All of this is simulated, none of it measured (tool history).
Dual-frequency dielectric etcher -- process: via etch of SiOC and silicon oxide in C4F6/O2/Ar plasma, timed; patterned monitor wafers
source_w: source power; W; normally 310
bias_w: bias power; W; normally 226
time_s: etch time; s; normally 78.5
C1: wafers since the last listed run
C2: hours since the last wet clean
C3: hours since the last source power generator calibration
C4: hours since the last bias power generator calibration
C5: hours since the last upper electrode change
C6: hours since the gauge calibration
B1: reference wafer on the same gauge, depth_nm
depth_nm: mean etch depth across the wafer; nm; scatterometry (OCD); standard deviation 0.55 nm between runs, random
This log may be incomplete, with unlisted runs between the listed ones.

Run 1, hour 0.0: usual settings but source_w 250 W, bias_w 203 W; C1 0; C2 249.5; C3 1528.5; C4 4367.6; C5 972.8; C6 958.6; B1 98.8. Result: depth_nm 76.3 nm.
Run 2, hour 49.0: usual settings but source_w 250 W, bias_w 203 W; C1 621; C2 298.5; C3 1577.5; C4 4416.6; C5 1021.8; C6 1007.6; B1 99.0. Result: depth_nm 76.7 nm.
At hour 94.5: wet clean of the chamber.
Run 3, hour 113.8: usual settings but source_w 250 W, bias_w 203 W; C1 517; C2 19.3; C3 1642.3; C4 4481.4; C5 1086.6; C6 1072.4; B1 98.9. Result: depth_nm 77.3 nm.
Run 4, hour 174.0: usual settings but source_w 360 W; C1 763; C2 79.5; C3 1702.5; C4 4541.6; C5 1146.8; C6 1132.6; B1 98.6. Result: depth_nm 91.7 nm.
Run 5, hour 234.7: usual settings; C1 769; C2 140.2; C3 1763.2; C4 4602.3; C5 1207.5; C6 1193.3; B1 98.7. Result: depth_nm 87.3 nm.
Run 6, hour 292.6: usual settings; C1 733; C2 198.1; C3 1821.1; C4 4660.2; C5 1265.4; C6 1251.2; B1 98.6. Result: depth_nm 86.3 nm.
Run 7, hour 346.3: usual settings but bias_w 244 W; C1 680; C2 251.8; C3 1874.8; C4 4713.9; C5 1319.1; C6 1304.9; B1 98.6. Result: depth_nm 88.6 nm.
Run 8, hour 395.4: usual settings but time_s 63.0 s; C1 622; C2 300.9; C3 1923.9; C4 4763.0; C5 1368.2; C6 1354.0; B1 98.8. Result: depth_nm 68.5 nm.
Run 9, hour 461.8: usual settings; C1 841; C2 367.3; C3 1990.3; C4 4829.4; C5 1434.6; C6 1420.4; B1 98.7. Result: depth_nm 85.3 nm.
At hour 503.6: wet clean of the chamber.
Run 10, hour 759.6: usual settings; C1 3470; C2 256.0; C3 2288.1; C4 5127.2; C5 1732.4; C6 1718.2; B1 98.9. Result: depth_nm 91.3 nm.
At hour 791.7: wet clean of the chamber, repeated, since the last time left the tool worse.
Run 11, hour 803.4: usual settings but bias_w 239 W; C1 251; C2 11.7; C3 2331.9; C4 5171.0; C5 1776.2; C6 1762.0; B1 99.0. Result: depth_nm 89.8 nm.
At hour 837.2: gauge calibrated.
Run 12, hour 859.7: usual settings but source_w 340 W, time_s 59.0 s; C1 713; C2 68.0; C3 2388.2; C4 5227.3; C5 1832.5; C6 22.5; B1 99.0. Result: depth_nm 67.5 nm.
Run 13, hour 954.0: usual settings but bias_w 255 W, time_s 67.0 s; C1 1195; C2 162.3; C3 2482.5; C4 5321.6; C5 1926.8; C6 116.8; B1 98.7. Result: depth_nm 77.6 nm.
At hour 1002.1: source power generator calibrated.
At hour 1049.3: bias power generator calibrated.
Run 14, hour 1052.8: usual settings; C1 1151; C2 261.1; C3 50.7; C4 3.5; C5 2025.6; C6 215.6; B1 98.6. Result: depth_nm 85.8 nm.
Run 15, hour 1159.3: usual settings but source_w 330 W, bias_w 281 W, time_s 95.5 s; C1 1350; C2 367.6; C3 157.2; C4 110.0; C5 2132.1; C6 322.1; B1 99.0. Result: depth_nm 114.6 nm.
At hour 1203.9: wet clean of the chamber.
At hour 1217.0: upper electrode replaced.
Run 16, hour 1217.5: usual settings but bias_w 271 W, time_s 87.0 s; C1 267; C2 13.6; C3 215.4; C4 168.2; C5 0.5; C6 380.3; B1 99.0. Result: depth_nm 105.0 nm.
Run 17, hour 1254.0: usual settings; C1 462; C2 50.1; C3 251.9; C4 204.7; C5 37.0; C6 416.8; B1 99.2. Result: depth_nm 87.1 nm.
Run 18, hour 1326.6: usual settings but bias_w 265 W, time_s 59.5 s; C1 920; C2 122.7; C3 324.5; C4 277.3; C5 109.6; C6 489.4; B1 98.7. Result: depth_nm 69.8 nm.
Run 19, hour 1374.7: usual settings but source_w 380 W, bias_w 258 W, time_s 85.5 s; C1 609; C2 170.8; C3 372.6; C4 325.4; C5 157.7; C6 537.5; B1 98.7. Result: depth_nm 106.4 nm.
Run 20, hour 1480.9: usual settings; C1 1346; C2 277.0; C3 478.8; C4 431.6; C5 263.9; C6 643.7; B1 98.8. Result: depth_nm 85.4 nm.
Run 21, hour 1517.1: usual settings; C1 458; C2 313.2; C3 515.0; C4 467.8; C5 300.1; C6 679.9; B1 98.8. Result: depth_nm 85.3 nm.
At hour 1593.8: wet clean of the chamber.
Run 22, hour 1594.3: usual settings but bias_w 208 W, time_s 65.0 s; C1 674; C2 0.5; C3 592.2; C4 545.0; C5 377.3; C6 757.1; B1 98.8. Result: depth_nm 70.5 nm.

Branching from run 22: 4 alternative next runs. What would each branch give?
Run A, hour 1594.7: usual settings but time_s 65.0 s; C1 5; C2 0.9; C3 592.6; C4 545.4; C5 377.7; C6 757.5; B1 ?. Result: depth_nm ?.
Run B, hour 1594.7: usual settings but source_w 330 W, time_s 96.0 s; C1 5; C2 0.9; C3 592.6; C4 545.4; C5 377.7; C6 757.5; B1 ?. Result: depth_nm ?.
Run C, hour 1594.7: usual settings but source_w 270 W, bias_w 172 W; C1 5; C2 0.9; C3 592.6; C4 545.4; C5 377.7; C6 757.5; B1 ?. Result: depth_nm ?.
Run D, hour 1594.7: usual settings but source_w 350 W, time_s 92.0 s; C1 5; C2 0.9; C3 592.6; C4 545.4; C5 377.7; C6 757.5; B1 ?. Result: depth_nm ?.

run    B1  depth_nm
  A  98.6      71.9
  B  98.6     108.8
  C  98.6      73.9
  D  98.6     106.6
Stripped of hidden state, with their random variation kept, the same runs would have yielded:
run  depth_nm
  A      71.9
  B     108.8
  C      73.9
  D     106.7
